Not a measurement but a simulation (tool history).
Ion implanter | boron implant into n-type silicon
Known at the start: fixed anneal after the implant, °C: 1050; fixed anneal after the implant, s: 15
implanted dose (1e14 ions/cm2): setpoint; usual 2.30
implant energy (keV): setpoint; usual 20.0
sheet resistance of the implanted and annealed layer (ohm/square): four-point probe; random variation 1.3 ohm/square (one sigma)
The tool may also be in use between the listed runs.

run,hour,implanted dose (1e14 ions/cm2),implant energy (keV),wafers since the last listed run,hours since the last dose calibration,hours since the extraction supply was calibrated,hours since the gauge calibration,"read-back reference wafer on the same gauge, sheet resistance",sheet resistance of the implanted and annealed layer (ohm/square)
1,0.0,2.30,20.0,0,1418.8,5237.3,892.9,476.67,409.55
2,38.5,2.30,20.0,497,1457.3,5275.8,931.4,477.17,409.37
3,76.5,2.30,20.0,490,1495.3,5313.8,969.4,476.99,408.27
4,102.8,2.30,20.0,339,1521.6,5340.1,995.7,477.53,407.40
# hour 207.3: gauge calibrated
5,246.8,2.30,20.0,1859,1665.6,5484.1,39.5,476.55,408.60
# hour 273.7: Faraday cup replaced and dose calibrated
6,296.9,2.81,20.0,543,23.2,5534.2,89.6,476.75,347.74
7,364.3,2.81,20.0,870,90.6,5601.6,157.0,476.76,345.79
8,413.9,2.30,20.0,640,140.2,5651.2,206.6,476.82,410.15
9,438.1,2.79,24.5,312,164.4,5675.4,230.8,477.04,342.40
10,490.9,2.79,24.5,681,217.2,5728.2,283.6,477.22,339.68
11,524.4,1.82,21.5,432,250.7,5761.7,317.1,476.96,490.59
12,582.4,1.82,21.5,748,308.7,5819.7,375.1,476.70,492.57
13,642.1,2.77,24.5,770,368.4,5879.4,434.8,476.73,343.85
14,703.1,2.30,20.0,787,429.4,5940.4,495.8,477.14,408.84
15,729.2,2.30,20.0,337,455.5,5966.5,521.9,476.72,408.33
16,758.5,2.30,20.0,378,484.8,5995.8,551.2,476.61,407.55
# hour 777.6: extraction supply calibrated
17,794.6,2.30,20.0,362,520.9,17.0,587.3,476.95,410.59
18,828.3,2.53,13.5,435,554.6,50.7,621.0,476.14,395.48
19,858.0,2.10,25.0,383,584.3,80.4,650.7,477.08,426.70
20,902.1,2.30,20.0,569,628.4,124.5,694.8,477.61,410.69
21,960.6,2.30,20.0,755,686.9,183.0,753.3,476.65,408.76
22,1003.2,2.48,18.0,550,729.5,225.6,795.9,476.96,387.76
23,1036.7,2.48,18.0,432,763.0,259.1,829.4,477.84,390.60
24,1069.6,2.67,17.0,424,795.9,292.0,862.3,477.26,368.42
25,1111.1,1.75,22.0,535,837.4,333.5,903.8,476.68,506.21
26,1165.5,2.30,20.0,702,891.8,387.9,958.2,476.66,405.85
27,1216.5,1.61,14.0,658,942.8,438.9,1009.2,477.46,571.18
28,1261.0,2.86,15.0,574,987.3,483.4,1053.7,477.18,352.34
29,1296.9,1.73,15.0,463,1023.2,519.3,1089.6,476.77,535.28
30,1334.4,2.90,16.5,484,1060.7,556.8,1127.1,477.34,344.96
# hour 1349.3: gauge calibrated
31,1376.2,1.68,20.0,539,1102.5,598.6,26.9,478.07,526.83
32,1408.0,1.64,15.5,410,1134.3,630.4,58.7,477.18,557.85
33,1473.0,2.30,20.0,839,1199.3,695.4,123.7,477.70,407.79
34,1531.1,2.30,20.0,750,1257.4,753.5,181.8,477.25,407.84
35,1576.8,1.64,20.0,590,1303.1,799.2,227.5,477.02,540.24
36,1601.6,1.96,25.5,320,1327.9,824.0,252.3,476.25,452.68
37,1664.2,2.80,25.0,808,1390.5,886.6,314.9,476.98,338.88

How the hidden state differs across the entries between the runs, from the last listed run before each to the first after it:
Between runs 4 and 5: gauge calibrated (hour 207.3)
  no hidden state differs between the two runs
Between runs 5 and 6: Faraday cup replaced and dose calibrated (hour 273.7)
  no hidden state differs between the two runs
Between runs 16 and 17: extraction supply calibrated (hour 777.6)
  no hidden state differs between the two runs
Between runs 30 and 31: gauge calibrated (hour 1349.3)
  no hidden state differs between the two runs
